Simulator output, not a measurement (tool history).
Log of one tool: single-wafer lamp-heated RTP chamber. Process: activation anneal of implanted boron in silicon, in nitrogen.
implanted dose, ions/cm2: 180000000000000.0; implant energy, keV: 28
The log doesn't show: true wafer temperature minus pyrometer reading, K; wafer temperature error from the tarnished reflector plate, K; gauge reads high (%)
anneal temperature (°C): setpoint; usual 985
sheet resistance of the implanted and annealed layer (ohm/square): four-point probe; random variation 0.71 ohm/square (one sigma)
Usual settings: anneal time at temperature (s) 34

run,day,anneal temperature (°C),anneal time at temperature (s),wafers since the last listed run,wafers since the last pyrometer calibration,wafers since the reflector plate was cleaned,hours since the gauge calibration,"read-back reference wafer on the same gauge, sheet resistance",sheet resistance of the implanted and annealed layer (ohm/square)
1,0,985,34,0,1285,5892,41.6,479.9,451.96
# day 0.95: pyrometer window cleaned and pyrometer calibrated
2,2.121,985,34,656,430,6548,92.5,479.94,453.48
3,2.671,985,34,201,632,6750,105.7,480.03,453.33
# day 3.283: gauge calibrated
4,3.408,985,34,270,903,7021,3,479.95,452.92
5,3.754,985,34,126,1030,7148,11.3,480.02,452.33
6,4.104,985,25,128,1158,7276,19.7,479.79,454.43
# day 5.012: reflector plate cleaned
7,5.033,985,34,218,1377,6,42,480.04,451.26
8,5.05,985,34,6,1383,13,42.4,480.04,451.34
# day 5.683: pyrometer window cleaned and pyrometer calibrated
9,5.704,985,34,117,7,130,58.1,479.85,454.91
10,5.967,960,14,96,104,227,64.4,480.1,483.48
11,6.429,970,54,169,273,397,75.5,479.85,457.45
12,6.704,1015,51,100,374,498,82.1,480.01,447.66
13,7.142,1009,19,160,535,658,92.6,479.97,450.19

Forecast run 14:
14,7.662,985,50,191,726,849,105.1,?,?

read-back reference wafer on the same gauge, sheet resistance: 480.02
sheet resistance of the implanted and annealed layer (ohm/square): 450.55
Without the tool's hidden state the same run would have given sheet resistance of the implanted and annealed layer (ohm/square) 453.02.
